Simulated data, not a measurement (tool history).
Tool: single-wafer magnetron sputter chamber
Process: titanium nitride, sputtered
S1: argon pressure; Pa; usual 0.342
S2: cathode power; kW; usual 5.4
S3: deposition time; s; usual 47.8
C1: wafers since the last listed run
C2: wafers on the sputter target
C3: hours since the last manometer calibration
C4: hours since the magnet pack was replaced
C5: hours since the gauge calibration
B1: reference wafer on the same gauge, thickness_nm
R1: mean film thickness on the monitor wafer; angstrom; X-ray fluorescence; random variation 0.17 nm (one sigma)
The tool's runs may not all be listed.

run,hour,S1,S2,S3,C1,C2,C3,C4,C5,B1,R1
1,0,0.342,5.4,47.8,0,712,3197.8,11695.8,73,40.72,477.32
2,7.2,0.342,5.4,47.8,90,802,3205,11703,80.2,40.761,478.06
3,19.7,0.342,5.4,47.8,156,958,3217.5,11715.5,92.7,40.774,481.16
4,54.1,0.414,4.35,47.8,430,1389,3251.9,11749.9,127.1,40.845,376.3
5,71.9,0.414,4.35,47.8,222,1612,3269.7,11767.7,144.9,40.791,379.5
6,81.7,0.414,4.35,47.8,122,1735,3279.5,11777.5,154.7,40.78,375.37
7,95.9,0.257,5.4,47.8,177,1913,3293.7,11791.7,168.9,40.867,490.41
# hour 115.1: magnet pack replaced, of another model than before
8,115.6,0.257,5.4,47.8,146,2059,3313.4,0.5,188.6,40.806,496.06
9,119.7,0.342,5.4,47.8,51,2110,3317.5,4.6,192.7,40.829,474.12
# hour 125.2: gauge calibrated
# hour 136.5: capacitance manometer re-zeroed and calibrated
10,137,0.473,6.3,54.8,116,2227,0.5,21.9,11.8,40.858,598.64
11,146.3,0.387,4.85,40.5,116,2343,9.8,31.2,21.1,40.771,354.39
# hour 155.1: sputter target and shields replaced
12,163.2,0.254,5.4,54,111,101,26.7,48.1,38,40.803,566.33
13,191.7,0.299,5.4,52.6,356,458,55.2,76.6,66.5,40.781,538.15
14,199.1,0.236,6.3,50.2,92,550,62.6,84,73.9,40.757,614.89
15,215.4,0.342,4.4,47.8,204,755,78.9,100.3,90.2,40.834,388.24

Forecast each of these 4 alternatives for the next run:
A,215.8,0.342,5.4,57.2,5,760,79.3,100.7,90.6,?,?
B,215.8,0.342,4.7,47.8,5,760,79.3,100.7,90.6,?,?
C,215.8,0.404,6.5,47.8,5,760,79.3,100.7,90.6,?,?
D,215.8,0.386,6.7,47.8,5,760,79.3,100.7,90.6,?,?

run,B1,R1
A,40.847,570.59
B,40.847,415.01
C,40.847,558.24
D,40.847,580.05
Without the tool's hidden state the same runs would have given:
run,R1
A,572.13
B,416.13
C,559.74
D,581.62
